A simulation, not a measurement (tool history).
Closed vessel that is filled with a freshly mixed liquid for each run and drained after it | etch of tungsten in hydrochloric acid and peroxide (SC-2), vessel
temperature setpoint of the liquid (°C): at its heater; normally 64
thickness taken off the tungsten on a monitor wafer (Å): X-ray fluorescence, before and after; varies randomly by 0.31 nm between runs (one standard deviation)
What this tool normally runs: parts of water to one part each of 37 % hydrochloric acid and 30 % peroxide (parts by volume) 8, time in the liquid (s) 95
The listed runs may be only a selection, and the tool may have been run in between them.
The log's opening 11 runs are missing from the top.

run,hour,temperature setpoint of the liquid (°C),parts of water to one part each of 37 % hydrochloric acid and 30 % peroxide (parts by volume),time in the liquid (s),"read-back film thickness of the tungsten reference wafer, read on the same gauge (nm)",thickness taken off the tungsten on a monitor wafer (Å)
12,920.1,64,8,95,106.28,414
# hour 962.8: new drum of peroxide connected
# hour 979.1: thermometer replaced
13,1012.5,64,8,95,106.55,405.7
14,1111,64,8,95,106.82,411.2
15,1363.5,64,8,95,107.34,415.6
16,1425.5,55,11,145,107.4,276.2
17,1476.1,64,8,95,107.44,416
# hour 1500.8: new drum of peroxide connected
# hour 1516.3: chemicals flow meter replaced
18,1524.8,61.5,8,95,107.5,353.9
# hour 1594.9: thermometer replaced
19,1628,68,8,95,107.65,530.3
20,1702.7,72,6.5,95,107.71,790.7
21,1773.1,64,8,95,107.78,413.6
# hour 1823.5: gauge calibrated
22,1863,64,8,95,100.88,396
23,1900.7,56.5,9.5,80,101.29,179
# hour 1925.5: new drum of peroxide connected
24,1953.1,58.5,11,40,101.89,89.9
25,2027.1,64,5.5,95,102.6,534.3
26,2088.4,64,4.5,75,103.1,487.8
# hour 2149.1: thermometer replaced
27,2149.9,72,6.5,95,103.55,763.6
28,2230.8,64,8,95,104.1,405.4
29,2314.5,64,8,95,104.57,406.4
# hour 2335.7: new drum of peroxide connected
30,2381,71.5,12,70,104.97,335.3

Below are 3 alternative next runs, each starting from the tool's condition after run 30. Predict each:
A,2381.7,64,8,45,?,?
B,2381.7,64,8,75,?,?
C,2381.7,59.5,8,120,?,?

run,"read-back film thickness of the tungsten reference wafer, read on the same gauge (nm)",thickness taken off the tungsten on a monitor wafer (Å)
A,104.97,193.3
B,104.97,322.2
C,104.97,389.9
The same runs, with their run-to-run variation unchanged, on a tool lacking any hidden condition would have given:
run,thickness taken off the tungsten on a monitor wafer (Å)
A,184.2
B,307
C,371.5
